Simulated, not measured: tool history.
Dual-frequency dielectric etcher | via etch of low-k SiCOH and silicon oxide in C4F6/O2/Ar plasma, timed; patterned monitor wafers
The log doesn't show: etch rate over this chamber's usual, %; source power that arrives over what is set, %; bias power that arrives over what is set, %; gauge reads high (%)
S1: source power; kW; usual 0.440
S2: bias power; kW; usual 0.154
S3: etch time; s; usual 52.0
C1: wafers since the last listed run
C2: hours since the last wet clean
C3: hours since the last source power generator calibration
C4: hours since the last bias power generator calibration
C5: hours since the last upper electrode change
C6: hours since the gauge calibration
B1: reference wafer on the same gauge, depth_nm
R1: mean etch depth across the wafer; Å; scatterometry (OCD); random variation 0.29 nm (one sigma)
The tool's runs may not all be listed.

Run 1, hour 0.0: usual settings; C1 0; C2 307.1; C3 2350.8; C4 4671.4; C5 4718.0; C6 7.9; B1 131.1. Result: R1 1220 Å.
Run 2, hour 10.6: usual settings; C1 159; C2 317.7; C3 2361.4; C4 4682.0; C5 4728.6; C6 18.5; B1 131.0. Result: R1 1224 Å.
Run 3, hour 21.4: usual settings; C1 162; C2 328.5; C3 2372.2; C4 4692.8; C5 4739.4; C6 29.3; B1 131.0. Result: R1 1225 Å.
Run 4, hour 28.5: usual settings but S2 0.184 kW; C1 106; C2 335.6; C3 2379.3; C4 4699.9; C5 4746.5; C6 36.4; B1 131.0. Result: R1 1299 Å.
Run 5, hour 38.7: usual settings but S2 0.184 kW; C1 153; C2 345.8; C3 2389.5; C4 4710.1; C5 4756.7; C6 46.6; B1 131.1. Result: R1 1296 Å.
Run 6, hour 49.5: usual settings; C1 162; C2 356.6; C3 2400.3; C4 4720.9; C5 4767.5; C6 57.4; B1 131.0. Result: R1 1223 Å.
Run 7, hour 65.6: usual settings but S2 0.137 kW; C1 242; C2 372.7; C3 2416.4; C4 4737.0; C5 4783.6; C6 73.5; B1 131.1. Result: R1 1175 Å.
Run 8, hour 78.5: usual settings but S1 0.470 kW, S2 0.126 kW, S3 39.5 s; C1 194; C2 385.6; C3 2429.3; C4 4749.9; C5 4796.5; C6 86.4; B1 131.0. Result: R1 887 Å.
Run 9, hour 89.6: usual settings but S1 0.470 kW, S3 46.5 s; C1 167; C2 396.7; C3 2440.4; C4 4761.0; C5 4807.6; C6 97.5; B1 131.0. Result: R1 1117 Å.
At hour 122.8: wet clean of the chamber.
Run 10, hour 123.3: usual settings but S2 0.177 kW, S3 60.0 s; C1 146; C2 0.5; C3 2474.1; C4 4794.7; C5 4841.3; C6 131.2; B1 131.0. Result: R1 1456 Å.
Run 11, hour 123.6: usual settings; C1 4; C2 0.8; C3 2474.4; C4 4795.0; C5 4841.6; C6 131.5; B1 131.0. Result: R1 1209 Å.
Run 12, hour 133.3: usual settings; C1 146; C2 10.5; C3 2484.1; C4 4804.7; C5 4851.3; C6 141.2; B1 131.0. Result: R1 1210 Å.
At hour 138.4: source power generator calibrated.
Run 13, hour 148.8: usual settings; C1 173; C2 26.0; C3 10.4; C4 4820.2; C5 4866.8; C6 156.7; B1 131.0. Result: R1 1205 Å.
Run 14, hour 161.7: usual settings; C1 194; C2 38.9; C3 23.3; C4 4833.1; C5 4879.7; C6 169.6; B1 131.0. Result: R1 1202 Å.
Run 15, hour 170.0: usual settings but S2 0.131 kW, S3 39.0 s; C1 124; C2 47.2; C3 31.6; C4 4841.4; C5 4888.0; C6 177.9; B1 131.1. Result: R1 858 Å.
At hour 197.2: bias power generator calibrated.
At hour 203.7: upper electrode replaced.
Run 16, hour 204.2: usual settings but S1 0.340 kW, S2 0.122 kW; C1 356; C2 81.4; C3 65.8; C4 7.0; C5 0.5; C6 212.1; B1 131.1. Result: R1 1038 Å.
Run 17, hour 204.5: usual settings but S1 0.400 kW, S2 0.121 kW, S3 63.5 s; C1 4; C2 81.7; C3 66.1; C4 7.3; C5 0.8; C6 212.4; B1 131.0. Result: R1 1321 Å.
Run 18, hour 205.4: usual settings but S2 0.179 kW, S3 66.5 s; C1 13; C2 82.6; C3 67.0; C4 8.2; C5 1.7; C6 213.3; B1 131.0. Result: R1 1635 Å.
Run 19, hour 213.0: usual settings but S2 0.130 kW; C1 114; C2 90.2; C3 74.6; C4 15.8; C5 9.3; C6 220.9; B1 131.0. Result: R1 1142 Å.
Run 20, hour 225.3: usual settings; C1 185; C2 102.5; C3 86.9; C4 28.1; C5 21.6; C6 233.2; B1 131.0. Result: R1 1206 Å.
Run 21, hour 257.4: usual settings but S1 0.490 kW, S2 0.141 kW, S3 41.0 s; C1 483; C2 134.6; C3 119.0; C4 60.2; C5 53.7; C6 265.3; B1 131.1. Result: R1 962 Å.
Run 22, hour 266.9: usual settings but S1 0.500 kW, S2 0.192 kW, S3 42.5 s; C1 143; C2 144.1; C3 128.5; C4 69.7; C5 63.2; C6 274.8; B1 131.0. Result: R1 1108 Å.
Run 23, hour 281.6: usual settings but S2 0.188 kW, S3 56.5 s; C1 221; C2 158.8; C3 143.2; C4 84.4; C5 77.9; C6 289.5; B1 131.0. Result: R1 1410 Å.
Run 24, hour 295.9: usual settings but S1 0.400 kW, S2 0.136 kW, S3 67.0 s; C1 215; C2 173.1; C3 157.5; C4 98.7; C5 92.2; C6 303.8; B1 131.1. Result: R1 1457 Å.
Run 25, hour 303.3: usual settings but S1 0.500 kW, S2 0.125 kW, S3 43.0 s; C1 111; C2 180.5; C3 164.9; C4 106.1; C5 99.6; C6 311.2; B1 131.0. Result: R1 978 Å.
Run 26, hour 317.8: usual settings but S2 0.170 kW; C1 218; C2 195.0; C3 179.4; C4 120.6; C5 114.1; C6 325.7; B1 131.0. Result: R1 1254 Å.
Run 27, hour 333.9: usual settings but S2 0.124 kW, S3 48.0 s; C1 242; C2 211.1; C3 195.5; C4 136.7; C5 130.2; C6 341.8; B1 131.0. Result: R1 1047 Å.
Run 28, hour 344.7: usual settings; C1 162; C2 221.9; C3 206.3; C4 147.5; C5 141.0; C6 352.6; B1 131.0. Result: R1 1215 Å.
Run 29, hour 362.3: usual settings; C1 264; C2 239.5; C3 223.9; C4 165.1; C5 158.6; C6 370.2; B1 131.0. Result: R1 1215 Å.
Run 30, hour 369.3: usual settings; C1 105; C2 246.5; C3 230.9; C4 172.1; C5 165.6; C6 377.2; B1 131.1. Result: R1 1224 Å.

Forecast each of these 4 alternatives for the next run:
Run A, hour 369.7: usual settings but S3 38.0 s; C1 6; C2 246.9; C3 231.3; C4 172.5; C5 166.0; C6 377.6; B1 ?. Result: R1 ?.
Run B, hour 369.7: usual settings but S1 0.340 kW, S2 0.190 kW, S3 61.0 s; C1 6; C2 246.9; C3 231.3; C4 172.5; C5 166.0; C6 377.6; B1 ?. Result: R1 ?.
Run C, hour 369.7: usual settings but S2 0.134 kW, S3 57.0 s; C1 6; C2 246.9; C3 231.3; C4 172.5; C5 166.0; C6 377.6; B1 ?. Result: R1 ?.
Run D, hour 369.7: usual settings but S2 0.143 kW, S3 64.5 s; C1 6; C2 246.9; C3 231.3; C4 172.5; C5 166.0; C6 377.6; B1 ?. Result: R1 ?.

run     B1    R1
  A  131.0   890
  B  131.0  1421
  C  131.0  1275
  D  131.0  1474
Without the tool's hidden state the same runs would have given:
run    R1
  A   881
  B  1406
  C  1262
  D  1459
